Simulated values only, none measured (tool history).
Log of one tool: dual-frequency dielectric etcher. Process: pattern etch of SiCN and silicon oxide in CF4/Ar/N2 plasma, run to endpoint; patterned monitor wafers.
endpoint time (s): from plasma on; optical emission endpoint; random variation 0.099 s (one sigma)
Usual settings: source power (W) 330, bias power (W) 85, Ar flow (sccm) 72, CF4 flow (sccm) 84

run	hour	source power (W)	bias power (W)	Ar flow (sccm)	CF4 flow (sccm)	incoming incoming film thickness, nm	endpoint time (s)
1	0.0	330	85	72	84	13.47	18.3
2	124.7	330	85	72	84	13.58	18.6
3	178.1	330	85	72	84	13.51	18.9
# hour 221.1: wet clean of the chamber
4	282.7	330	85	72	84	13.54	18.1
# hour 305.3: CF4 flow controller replaced
5	390.6	330	85	72	84	13.45	18.2
6	487.1	330	85	60	84	13.51	18.4
7	534.9	330	85	60	84	13.59	18.5
# hour 622.3: Ar flow controller replaced
8	626.5	330	85	72	84	13.53	18.9
# hour 679.8: upper electrode replaced
9	715.2	330	85	72	84	13.56	19.1
# hour 800.7: wet clean of the chamber
10	801.2	330	94	67	84	13.62	17.5
# hour 857.3: bias power generator calibrated
11	886.7	330	85	72	84	13.43	17.8
12	929.6	330	85	72	84	13.43	18.0
13	988.0	330	85	72	84	13.45	18.3
14	1039.0	330	85	72	84	13.51	18.5

Forecast run 15:
15	1099.9	330	85	72	97	13.52	?

{"run 15": {"endpoint time (s)": 18.2}}
Without the tool's hidden state the same run would have given endpoint time (s) 17.7.
